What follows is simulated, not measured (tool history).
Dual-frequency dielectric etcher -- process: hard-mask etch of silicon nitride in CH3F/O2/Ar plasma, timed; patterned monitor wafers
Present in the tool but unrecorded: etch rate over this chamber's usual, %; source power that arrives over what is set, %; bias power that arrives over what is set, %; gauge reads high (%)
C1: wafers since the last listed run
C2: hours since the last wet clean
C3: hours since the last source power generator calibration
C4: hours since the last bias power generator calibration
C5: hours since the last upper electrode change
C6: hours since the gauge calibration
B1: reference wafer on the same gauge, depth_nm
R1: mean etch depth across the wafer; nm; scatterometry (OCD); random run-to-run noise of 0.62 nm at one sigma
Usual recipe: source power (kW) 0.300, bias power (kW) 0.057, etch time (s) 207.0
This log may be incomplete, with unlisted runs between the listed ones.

run 1 hour=0.0 | source_power_(kW)=0.300 bias_power_(kW)=0.057 etch_time_(s)=207.0 | C1=0 C2=560.8 C3=3871.2 C4=2509.1 C5=4862.3 C6=812.2 | B1=124.3 | R1=130.5
run 2 hour=91.2 | source_power_(kW)=0.300 bias_power_(kW)=0.057 etch_time_(s)=231.0 | C1=530 C2=652.0 C3=3962.4 C4=2600.3 C5=4953.5 C6=903.4 | B1=124.4 | R1=146.2
run 3 hour=137.4 | source_power_(kW)=0.300 bias_power_(kW)=0.057 etch_time_(s)=231.0 | C1=268 C2=698.2 C3=4008.6 C4=2646.5 C5=4999.7 C6=949.6 | B1=124.6 | R1=146.6
run 4 hour=175.4 | source_power_(kW)=0.300 bias_power_(kW)=0.057 etch_time_(s)=231.0 | C1=221 C2=736.2 C3=4046.6 C4=2684.5 C5=5037.7 C6=987.6 | B1=124.6 | R1=147.3
-- hour=208.2 wet clean of the chamber
run 5 hour=281.1 | source_power_(kW)=0.300 bias_power_(kW)=0.057 etch_time_(s)=207.0 | C1=475 C2=72.9 C3=4152.3 C4=2790.2 C5=5143.4 C6=1093.3 | B1=124.9 | R1=132.3
run 6 hour=389.0 | source_power_(kW)=0.330 bias_power_(kW)=0.057 etch_time_(s)=207.0 | C1=627 C2=180.8 C3=4260.2 C4=2898.1 C5=5251.3 C6=1201.2 | B1=124.8 | R1=136.3
-- hour=588.4 source power generator calibrated
run 7 hour=622.1 | source_power_(kW)=0.300 bias_power_(kW)=0.057 etch_time_(s)=207.0 | C1=1333 C2=413.9 C3=33.7 C4=3131.2 C5=5484.4 C6=1434.3 | B1=125.1 | R1=133.6
run 8 hour=672.4 | source_power_(kW)=0.370 bias_power_(kW)=0.067 etch_time_(s)=207.0 | C1=292 C2=464.2 C3=84.0 C4=3181.5 C5=5534.7 C6=1484.6 | B1=125.6 | R1=148.8
run 9 hour=776.6 | source_power_(kW)=0.350 bias_power_(kW)=0.043 etch_time_(s)=207.0 | C1=606 C2=568.4 C3=188.2 C4=3285.7 C5=5638.9 C6=1588.8 | B1=125.4 | R1=130.2
run 10 hour=828.6 | source_power_(kW)=0.300 bias_power_(kW)=0.057 etch_time_(s)=266.0 | C1=302 C2=620.4 C3=240.2 C4=3337.7 C5=5690.9 C6=1640.8 | B1=125.5 | R1=168.6
run 11 hour=901.3 | source_power_(kW)=0.250 bias_power_(kW)=0.052 etch_time_(s)=164.5 | C1=423 C2=693.1 C3=312.9 C4=3410.4 C5=5763.6 C6=1713.5 | B1=125.4 | R1=96.3
-- hour=948.8 gauge calibrated
-- hour=1009.1 wet clean of the chamber
run 12 hour=1009.6 | source_power_(kW)=0.300 bias_power_(kW)=0.057 etch_time_(s)=207.0 | C1=490 C2=0.5 C3=421.2 C4=3518.7 C5=5871.9 C6=60.8 | B1=121.1 | R1=127.4
run 13 hour=1066.6 | source_power_(kW)=0.270 bias_power_(kW)=0.057 etch_time_(s)=163.5 | C1=331 C2=57.5 C3=478.2 C4=3575.7 C5=5928.9 C6=117.8 | B1=121.5 | R1=97.8
run 14 hour=1105.2 | source_power_(kW)=0.300 bias_power_(kW)=0.052 etch_time_(s)=245.0 | C1=224 C2=96.1 C3=516.8 C4=3614.3 C5=5967.5 C6=156.4 | B1=121.7 | R1=148.9
-- hour=1191.2 bias power generator calibrated
run 15 hour=1191.7 | source_power_(kW)=0.240 bias_power_(kW)=0.064 etch_time_(s)=207.0 | C1=480 C2=182.6 C3=603.3 C4=0.5 C5=6054.0 C6=242.9 | B1=122.3 | R1=124.7
-- hour=1229.8 upper electrode replaced
run 16 hour=1249.0 | source_power_(kW)=0.300 bias_power_(kW)=0.071 etch_time_(s)=207.0 | C1=193 C2=239.9 C3=660.6 C4=57.8 C5=19.2 C6=300.2 | B1=122.6 | R1=138.0
run 17 hour=1309.6 | source_power_(kW)=0.300 bias_power_(kW)=0.057 etch_time_(s)=247.5 | C1=352 C2=300.5 C3=721.2 C4=118.4 C5=79.8 C6=360.8 | B1=122.6 | R1=155.3
run 18 hour=1358.1 | source_power_(kW)=0.330 bias_power_(kW)=0.071 etch_time_(s)=234.5 | C1=282 C2=349.0 C3=769.7 C4=166.9 C5=128.3 C6=409.3 | B1=123.0 | R1=161.7
run 19 hour=1428.8 | source_power_(kW)=0.340 bias_power_(kW)=0.045 etch_time_(s)=207.0 | C1=411 C2=419.7 C3=840.4 C4=237.6 C5=199.0 C6=480.0 | B1=123.2 | R1=126.5
run 20 hour=1490.7 | source_power_(kW)=0.340 bias_power_(kW)=0.057 etch_time_(s)=168.0 | C1=360 C2=481.6 C3=902.3 C4=299.5 C5=260.9 C6=541.9 | B1=123.9 | R1=109.5
run 21 hour=1580.9 | source_power_(kW)=0.300 bias_power_(kW)=0.057 etch_time_(s)=207.0 | C1=524 C2=571.8 C3=992.5 C4=389.7 C5=351.1 C6=632.1 | B1=123.9 | R1=129.8
run 22 hour=1703.1 | source_power_(kW)=0.300 bias_power_(kW)=0.069 etch_time_(s)=248.0 | C1=711 C2=694.0 C3=1114.7 C4=511.9 C5=473.3 C6=754.3 | B1=124.3 | R1=166.2
run 23 hour=1742.8 | source_power_(kW)=0.300 bias_power_(kW)=0.057 etch_time_(s)=207.0 | C1=230 C2=733.7 C3=1154.4 C4=551.6 C5=513.0 C6=794.0 | B1=124.1 | R1=132.3
run 24 hour=1809.9 | source_power_(kW)=0.320 bias_power_(kW)=0.065 etch_time_(s)=207.0 | C1=390 C2=800.8 C3=1221.5 C4=618.7 C5=580.1 C6=861.1 | B1=124.3 | R1=138.7
-- hour=1850.7 wet clean of the chamber
run 25 hour=1863.3 | source_power_(kW)=0.300 bias_power_(kW)=0.057 etch_time_(s)=207.0 | C1=171 C2=12.6 C3=1274.9 C4=672.1 C5=633.5 C6=914.5 | B1=124.6 | R1=131.7
run 26 hour=1971.0 | source_power_(kW)=0.370 bias_power_(kW)=0.064 etch_time_(s)=207.0 | C1=626 C2=120.3 C3=1382.6 C4=779.8 C5=741.2 C6=1022.2 | B1=124.8 | R1=145.8
run 27 hour=2042.1 | source_power_(kW)=0.300 bias_power_(kW)=0.057 etch_time_(s)=207.0 | C1=413 C2=191.4 C3=1453.7 C4=850.9 C5=812.3 C6=1093.3 | B1=124.9 | R1=131.0
run 28 hour=2083.1 | source_power_(kW)=0.300 bias_power_(kW)=0.043 etch_time_(s)=175.0 | C1=238 C2=232.4 C3=1494.7 C4=891.9 C5=853.3 C6=1134.3 | B1=125.0 | R1=103.8
run 29 hour=2150.4 | source_power_(kW)=0.370 bias_power_(kW)=0.057 etch_time_(s)=263.0 | C1=391 C2=299.7 C3=1562.0 C4=959.2 C5=920.6 C6=1201.6 | B1=125.1 | R1=179.3
run 30 hour=2223.2 | source_power_(kW)=0.250 bias_power_(kW)=0.044 etch_time_(s)=259.5 | C1=423 C2=372.5 C3=1634.8 C4=1032.0 C5=993.4 C6=1274.4 | B1=125.3 | R1=143.6

Alternative continuations, all from the tool just after run 30; predict every row:
run A hour=2223.7 | source_power_(kW)=0.300 bias_power_(kW)=0.045 etch_time_(s)=207.0 | C1=2 C2=373.0 C3=1635.3 C4=1032.5 C5=993.9 C6=1274.9 | B1=? | R1=?
run B hour=2223.7 | source_power_(kW)=0.300 bias_power_(kW)=0.070 etch_time_(s)=183.5 | C1=2 C2=373.0 C3=1635.3 C4=1032.5 C5=993.9 C6=1274.9 | B1=? | R1=?
run C hour=2223.7 | source_power_(kW)=0.360 bias_power_(kW)=0.067 etch_time_(s)=256.0 | C1=2 C2=373.0 C3=1635.3 C4=1032.5 C5=993.9 C6=1274.9 | B1=? | R1=?
run D hour=2223.7 | source_power_(kW)=0.300 bias_power_(kW)=0.051 etch_time_(s)=207.0 | C1=2 C2=373.0 C3=1635.3 C4=1032.5 C5=993.9 C6=1274.9 | B1=? | R1=?

run=A B1=125.5 R1=123.9
run=B B1=125.5 R1=124.4
run=C B1=125.5 R1=182.2
run=D B1=125.5 R1=128.1
What these runs would have given with no unlogged condition in the tool:
run=A R1=118.7
run=B R1=119.2
run=C R1=174.6
run=D R1=122.8
